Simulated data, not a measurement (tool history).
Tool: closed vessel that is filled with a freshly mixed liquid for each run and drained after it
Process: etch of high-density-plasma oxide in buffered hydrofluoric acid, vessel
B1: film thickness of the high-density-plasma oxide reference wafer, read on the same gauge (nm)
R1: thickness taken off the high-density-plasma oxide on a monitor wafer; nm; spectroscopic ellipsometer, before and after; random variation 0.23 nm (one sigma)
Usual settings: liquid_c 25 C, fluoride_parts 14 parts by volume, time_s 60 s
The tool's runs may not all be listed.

Run 1, hour 0: usual settings; B1 69.97. Result: R1 64.7 nm.
Run 2, hour 29.6: usual settings; B1 70.02. Result: R1 64.23 nm.
Run 3, hour 45: usual settings; B1 69.96. Result: R1 64.47 nm.
Run 4, hour 81: usual settings; B1 69.98. Result: R1 63.9 nm.
Run 5, hour 106.1: usual settings; B1 70.02. Result: R1 64.14 nm.
Run 6, hour 130.2: usual settings but liquid_c 26.5 C; B1 70.01. Result: R1 69.49 nm.
Run 7, hour 208.4: usual settings but liquid_c 26.5 C; B1 69.99. Result: R1 69.23 nm.
Run 8, hour 233.2: usual settings but liquid_c 26.5 C; B1 70.02. Result: R1 69.36 nm.
Run 9, hour 249: usual settings but fluoride_parts 16.5 parts by volume; B1 70. Result: R1 54.02 nm.
Run 10, hour 264.4: usual settings but fluoride_parts 16.5 parts by volume; B1 69.99. Result: R1 54 nm.
Run 11, hour 290.2: usual settings but fluoride_parts 16.5 parts by volume; B1 70.01. Result: R1 53.79 nm.
Run 12, hour 323.9: usual settings; B1 69.99. Result: R1 63.28 nm.
At hour 336.6: hydrofluoric acid flow meter replaced.
At hour 343.1: gauge calibrated.
Run 13, hour 349.4: usual settings but fluoride_parts 9 parts by volume, time_s 90 s; B1 70. Result: R1 149.08 nm.
Run 14, hour 370.6: usual settings; B1 69.99. Result: R1 66.64 nm.
Run 15, hour 401.7: usual settings but fluoride_parts 10 parts by volume, time_s 30 s; B1 70. Result: R1 46.29 nm.
At hour 441.4: thermometer replaced.
Run 16, hour 494: usual settings; B1 69.98. Result: R1 66.42 nm.
Run 17, hour 526.4: usual settings but fluoride_parts 18.5 parts by volume, time_s 85 s; B1 70.02. Result: R1 70.97 nm.
Run 18, hour 553.4: usual settings but liquid_c 23 C, fluoride_parts 11.5 parts by volume; B1 70. Result: R1 71.87 nm.
Run 19, hour 584: usual settings but liquid_c 27 C, fluoride_parts 17.5 parts by volume; B1 70.02. Result: R1 58.64 nm.
Run 20, hour 612.5: usual settings but liquid_c 27.5 C, fluoride_parts 17 parts by volume, time_s 75 s; B1 70.03. Result: R1 77.65 nm.
Run 21, hour 627.2: usual settings; B1 69.98. Result: R1 65.93 nm.
Run 22, hour 658.8: usual settings but fluoride_parts 16 parts by volume, time_s 35 s; B1 70.01. Result: R1 33.55 nm.

Forecast each of these 5 alternatives for the next run:
Run A, hour 659.5: usual settings but fluoride_parts 12 parts by volume; B1 ?. Result: R1 ?.
Run B, hour 659.5: usual settings but fluoride_parts 16 parts by volume, time_s 80 s; B1 ?. Result: R1 ?.
Run C, hour 659.5: usual settings but liquid_c 29.5 C, fluoride_parts 10 parts by volume, time_s 35 s; B1 ?. Result: R1 ?.
Run D, hour 659.5: usual settings but liquid_c 27 C, fluoride_parts 16.5 parts by volume; B1 ?. Result: R1 ?.
Run E, hour 659.5: usual settings but liquid_c 22.5 C, fluoride_parts 11.5 parts by volume, time_s 40 s; B1 ?. Result: R1 ?.

run     B1     R1
  A  70.01   75.8
  B  70.01  76.22
  C  70.01  67.17
  D  70.01  61.78
  E  70.01  45.95
Without the tool's hidden state the same runs would have given:
run     R1
  A  77.56
  B     78
  C  68.71
  D  63.22
  E  47.02

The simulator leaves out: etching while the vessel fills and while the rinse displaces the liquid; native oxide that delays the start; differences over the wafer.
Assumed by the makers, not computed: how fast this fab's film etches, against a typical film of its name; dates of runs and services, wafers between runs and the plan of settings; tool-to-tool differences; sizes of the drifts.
